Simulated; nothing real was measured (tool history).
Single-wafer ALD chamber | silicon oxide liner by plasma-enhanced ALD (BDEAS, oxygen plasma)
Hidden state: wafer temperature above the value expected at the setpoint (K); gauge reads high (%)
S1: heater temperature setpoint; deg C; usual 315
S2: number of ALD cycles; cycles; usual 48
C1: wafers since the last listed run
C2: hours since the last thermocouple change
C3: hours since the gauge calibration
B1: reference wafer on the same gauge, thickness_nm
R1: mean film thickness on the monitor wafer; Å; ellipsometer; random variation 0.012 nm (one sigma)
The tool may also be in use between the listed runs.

Run 1, day 0.000: usual settings; C1 0; C2 2404.7; C3 266.1; B1 4.634. Result: R1 49.15 Å.
Run 2, day 1.738: usual settings; C1 288; C2 2446.4; C3 307.8; B1 4.645. Result: R1 49.16 Å.
Run 3, day 3.296: usual settings; C1 258; C2 2483.8; C3 345.2; B1 4.651. Result: R1 49.26 Å.
At day 4.867: gauge calibrated.
Run 4, day 5.033: usual settings; C1 288; C2 2525.5; C3 4.0; B1 4.594. Result: R1 49.00 Å.
Run 5, day 6.588: usual settings; C1 258; C2 2562.8; C3 41.3; B1 4.602. Result: R1 49.01 Å.
At day 7.700: thermocouple changed; heater temperature recalibrated.
Run 6, day 9.271: usual settings; C1 390; C2 37.7; C3 105.7; B1 4.612. Result: R1 49.05 Å.
Run 7, day 10.400: usual settings; C1 187; C2 64.8; C3 132.8; B1 4.615. Result: R1 49.12 Å.
Run 8, day 12.075: usual settings but S1 309 deg C; C1 278; C2 105.0; C3 173.0; B1 4.624. Result: R1 49.44 Å.
Run 9, day 14.921: usual settings but S1 305 deg C; C1 472; C2 173.3; C3 241.3; B1 4.635. Result: R1 50.04 Å.
Run 10, day 16.279: usual settings but S1 307 deg C; C1 225; C2 205.9; C3 273.9; B1 4.647. Result: R1 49.96 Å.

The next listed run, before its measurement:
Run 11, day 18.050: usual settings but S1 304 deg C, S2 55 cycles; C1 294; C2 248.4; C3 316.4; B1 ?. Result: R1 ?.

B1: 4.653
R1: 57.65 Å
Without the tool's hidden state the same run would have given R1 56.89 Å.

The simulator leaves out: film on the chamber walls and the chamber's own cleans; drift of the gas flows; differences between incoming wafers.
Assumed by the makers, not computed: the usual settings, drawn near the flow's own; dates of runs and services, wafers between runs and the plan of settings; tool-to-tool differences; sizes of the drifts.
